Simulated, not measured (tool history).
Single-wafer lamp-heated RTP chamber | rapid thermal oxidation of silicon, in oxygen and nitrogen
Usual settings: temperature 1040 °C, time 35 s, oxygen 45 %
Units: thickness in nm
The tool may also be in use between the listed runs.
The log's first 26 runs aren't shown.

run	day	temperature	time	oxygen	read-back reference wafer on the same gauge, thickness	thickness
27	14.908	1040	44	32	5.754	4.831
28	15.517	1022	35	45	5.762	4.327
29	15.942	1030	26	57	5.783	4.398
30	16.425	1054	35	45	5.769	5.356
31	17.038	1017	25	26	5.775	3.195
32	17.608	1070	26	30	5.762	4.593
33	18.646	1040	35	45	5.758	4.884
34	18.925	1028	51	45	5.773	5.364
35	19.267	1040	35	45	5.755	4.886
36	19.708	1040	35	45	5.766	4.854

4 ways to go on from here, each from the tool as it stands after run 36. What would each give?
A	19.725	1040	35	45	?	?
B	19.725	1059	25	73	?	?
C	19.725	1040	51	70	?	?
D	19.725	1057	35	24	?	?

run	read-back reference wafer on the same gauge, thickness	thickness
A	5.774	4.907
B	5.774	5.709
C	5.774	6.712
D	5.774	4.451
Without the tool's hidden state the same runs would have given:
run	thickness
A	4.873
B	5.669
C	6.664
D	4.422

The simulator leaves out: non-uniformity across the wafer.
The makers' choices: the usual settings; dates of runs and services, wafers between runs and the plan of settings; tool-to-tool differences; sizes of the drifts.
